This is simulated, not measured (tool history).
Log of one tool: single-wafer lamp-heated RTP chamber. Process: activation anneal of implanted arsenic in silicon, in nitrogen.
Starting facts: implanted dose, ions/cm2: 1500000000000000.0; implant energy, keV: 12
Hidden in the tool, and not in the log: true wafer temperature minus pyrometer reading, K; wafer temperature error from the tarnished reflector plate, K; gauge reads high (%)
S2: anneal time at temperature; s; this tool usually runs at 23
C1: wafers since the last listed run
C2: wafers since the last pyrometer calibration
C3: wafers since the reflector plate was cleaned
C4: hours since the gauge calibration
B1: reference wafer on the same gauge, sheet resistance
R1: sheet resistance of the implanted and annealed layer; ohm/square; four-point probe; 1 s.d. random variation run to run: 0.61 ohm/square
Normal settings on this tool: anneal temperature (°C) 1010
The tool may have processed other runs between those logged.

Run 1, hour 0: usual settings; C1 0; C2 5086; C3 904; C4 381.7; B1 153.71. Result: R1 130.38 ohm/square.
At hour 13.3: pyrometer window cleaned and pyrometer calibrated.
Run 2, hour 65.4: usual settings but S2 13 s; C1 1019; C2 926; C3 1924; C4 447.1; B1 153.69. Result: R1 144.81 ohm/square.
Run 3, hour 94.6: usual settings but S2 13 s; C1 518; C2 1444; C3 2442; C4 476.3; B1 153.16. Result: R1 144.93 ohm/square.
At hour 156.4: reflector plate cleaned.
Run 4, hour 156.9: usual settings; C1 964; C2 2409; C3 9; C4 538.6; B1 152.81. Result: R1 129.09 ohm/square.
Run 5, hour 181.1: usual settings; C1 429; C2 2839; C3 439; C4 562.8; B1 152.67. Result: R1 129.26 ohm/square.
Run 6, hour 244.2: usual settings but S2 16 s; C1 1120; C2 3959; C3 1560; C4 625.9; B1 152.29. Result: R1 138.26 ohm/square.
Run 7, hour 296.4: usual settings but S2 16 s; C1 927; C2 4887; C3 2487; C4 678.1; B1 152.1. Result: R1 137.25 ohm/square.
At hour 339.7: pyrometer window cleaned and pyrometer calibrated.
At hour 385.2: reflector plate cleaned.
Run 8, hour 395.4: usual settings; C1 1474; C2 846; C3 181; C4 777.1; B1 151.46. Result: R1 128.68 ohm/square.
Run 9, hour 422.1: usual settings; C1 474; C2 1320; C3 655; C4 803.8; B1 151.13. Result: R1 126.93 ohm/square.
Run 10, hour 446.3: usual settings; C1 429; C2 1750; C3 1085; C4 828; B1 151.13. Result: R1 126.79 ohm/square.
Run 11, hour 511.6: usual settings; C1 1159; C2 2910; C3 2244; C4 893.3; B1 150.6. Result: R1 127.57 ohm/square.
Run 12, hour 552.6: usual settings but S2 10 s; C1 728; C2 3638; C3 2973; C4 934.3; B1 150.43. Result: R1 147.9 ohm/square.
Run 13, hour 586.6: usual settings; C1 603; C2 4242; C3 3577; C4 968.3; B1 149.95. Result: R1 126.78 ohm/square.
At hour 619.8: reflector plate cleaned.
Run 14, hour 631.4: usual settings; C1 653; C2 4896; C3 205; C4 1013.1; B1 149.78. Result: R1 126.96 ohm/square.
At hour 643.8: pyrometer window cleaned and pyrometer calibrated.
Run 15, hour 660.1: usual settings but anneal temperature (°C) 998; C1 367; C2 289; C3 573; C4 1041.8; B1 149.43. Result: R1 135.02 ohm/square.
At hour 771.4: gauge calibrated.
Run 16, hour 774: usual settings but S2 14 s; C1 2023; C2 2312; C3 2596; C4 2.6; B1 157.5. Result: R1 147.1 ohm/square.
Run 17, hour 828.5: usual settings but anneal temperature (°C) 987, S2 15 s; C1 968; C2 3280; C3 3564; C4 57.1; B1 157.2. Result: R1 164.45 ohm/square.
At hour 853.6: reflector plate cleaned.
Run 18, hour 854.1: usual settings but anneal temperature (°C) 1023, S2 28 s; C1 312; C2 3593; C3 8; C4 82.7; B1 156.74. Result: R1 118.06 ohm/square.
Run 19, hour 913: usual settings but anneal temperature (°C) 1021, S2 13 s; C1 1046; C2 4639; C3 1054; C4 141.6; B1 156.52. Result: R1 139.35 ohm/square.
At hour 939.4: pyrometer window cleaned and pyrometer calibrated.
Run 20, hour 950.2: usual settings but anneal temperature (°C) 1031; C1 518; C2 192; C3 1573; C4 178.8; B1 156.62. Result: R1 117.28 ohm/square.
Run 21, hour 1009.6: usual settings but anneal temperature (°C) 1018; C1 1055; C2 1247; C3 2628; C4 238.2; B1 155.9. Result: R1 124.71 ohm/square.

Below are 3 alternative next runs, each starting from the tool's condition after run 21. Predict each:
Run A, hour 1010: usual settings but anneal temperature (°C) 1020; C1 7; C2 1254; C3 2635; C4 238.6; B1 ?. Result: R1 ?.
Run B, hour 1010: usual settings but anneal temperature (°C) 987, S2 29 s; C1 7; C2 1254; C3 2635; C4 238.6; B1 ?. Result: R1 ?.
Run C, hour 1010: usual settings but anneal temperature (°C) 994, S2 15 s; C1 7; C2 1254; C3 2635; C4 238.6; B1 ?. Result: R1 ?.

run      B1      R1
  A  155.91  124.07
  B  155.91  144.85
  C  155.91  156.74
Without the tool's unlogged condition, the same runs would have read:
run      R1
  A  124.16
  B  144.95
  C  156.85
